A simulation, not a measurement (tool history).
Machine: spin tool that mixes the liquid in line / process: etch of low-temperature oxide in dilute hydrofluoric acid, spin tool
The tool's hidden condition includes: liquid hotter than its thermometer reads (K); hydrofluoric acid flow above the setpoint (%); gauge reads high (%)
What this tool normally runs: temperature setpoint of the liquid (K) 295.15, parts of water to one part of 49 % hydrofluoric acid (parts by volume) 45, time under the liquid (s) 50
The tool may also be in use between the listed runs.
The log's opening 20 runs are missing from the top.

| run | hour | temperature setpoint of the liquid (K) | parts of water to one part of 49 % hydrofluoric acid (parts by volume) | time under the liquid (s) | wafers since the last listed run | hours since the thermometer was replaced | hours since the hydrofluoric acid flow meter was replaced | hours since the gauge calibration | read-back film thickness of the low-temperature oxide reference wafer, read on the same gauge (nm) | thickness taken off the low-temperature oxide on a monitor wafer (nm) |
|---|---|---|---|---|---|---|---|---|---|---|
|  | 1864.8 | thermometer replaced |
| 21 | 1878.4 | 293.65 | 45 | 50 | 2798 | 13.6 | 966.1 | 724.8 | 70.05 | 20.93 |
| 22 | 1923.8 | 292.15 | 45 | 20 | 634 | 59.0 | 1011.5 | 770.2 | 70.01 | 7.98 |
|  | 1929.7 | hydrofluoric acid flow meter replaced |
| 23 | 1965.8 | 295.15 | 45 | 50 | 573 | 101.0 | 36.1 | 812.2 | 69.96 | 22.39 |
| 24 | 2004.1 | 295.15 | 30 | 35 | 535 | 139.3 | 74.4 | 850.5 | 69.99 | 24.34 |
| 25 | 2071.8 | 295.15 | 45 | 50 | 946 | 207.0 | 142.1 | 918.2 | 69.96 | 22.54 |
| 26 | 2113.1 | 295.15 | 45 | 50 | 577 | 248.3 | 183.4 | 959.5 | 69.96 | 22.55 |
| 27 | 2210.7 | 295.15 | 45 | 50 | 1365 | 345.9 | 281.0 | 1057.1 | 70.01 | 22.41 |
| 28 | 2273.0 | 290.65 | 65 | 20 | 871 | 408.2 | 343.3 | 1119.4 | 69.98 | 5.09 |
| 29 | 2316.3 | 295.15 | 30 | 50 | 605 | 451.5 | 386.6 | 1162.7 | 69.99 | 34.54 |
| 30 | 2416.1 | 297.65 | 35 | 30 | 1395 | 551.3 | 486.4 | 1262.5 | 69.99 | 19.69 |
| 31 | 2480.4 | 295.15 | 45 | 40 | 899 | 615.6 | 550.7 | 1326.8 | 69.99 | 18.38 |
| 32 | 2559.0 | 295.15 | 60 | 50 | 1099 | 694.2 | 629.3 | 1405.4 | 70.03 | 16.81 |

Consider 4 possible next runs. They are alternatives, not a sequence: every one starts from the tool as it was left by run 32. What does each give?
| A | 2559.4 | 295.15 | 45 | 50 | 5 | 694.6 | 629.7 | 1405.8 | ? | ? |
| B | 2559.4 | 295.15 | 35 | 30 | 5 | 694.6 | 629.7 | 1405.8 | ? | ? |
| C | 2559.4 | 292.15 | 45 | 50 | 5 | 694.6 | 629.7 | 1405.8 | ? | ? |
| D | 2559.4 | 295.15 | 45 | 70 | 5 | 694.6 | 629.7 | 1405.8 | ? | ? |

| run | read-back film thickness of the low-temperature oxide reference wafer, read on the same gauge (nm) | thickness taken off the low-temperature oxide on a monitor wafer (nm) |
|---|---|---|
| A | 70.00 | 22.50 |
| B | 70.00 | 17.58 |
| C | 70.00 | 19.81 |
| D | 70.00 | 31.50 |
With no hidden state in the tool, these same runs would have given:
| run | thickness taken off the low-temperature oxide on a monitor wafer (nm) |
|---|---|
| A | 22.50 |
| B | 17.58 |
| C | 19.81 |
| D | 31.50 |

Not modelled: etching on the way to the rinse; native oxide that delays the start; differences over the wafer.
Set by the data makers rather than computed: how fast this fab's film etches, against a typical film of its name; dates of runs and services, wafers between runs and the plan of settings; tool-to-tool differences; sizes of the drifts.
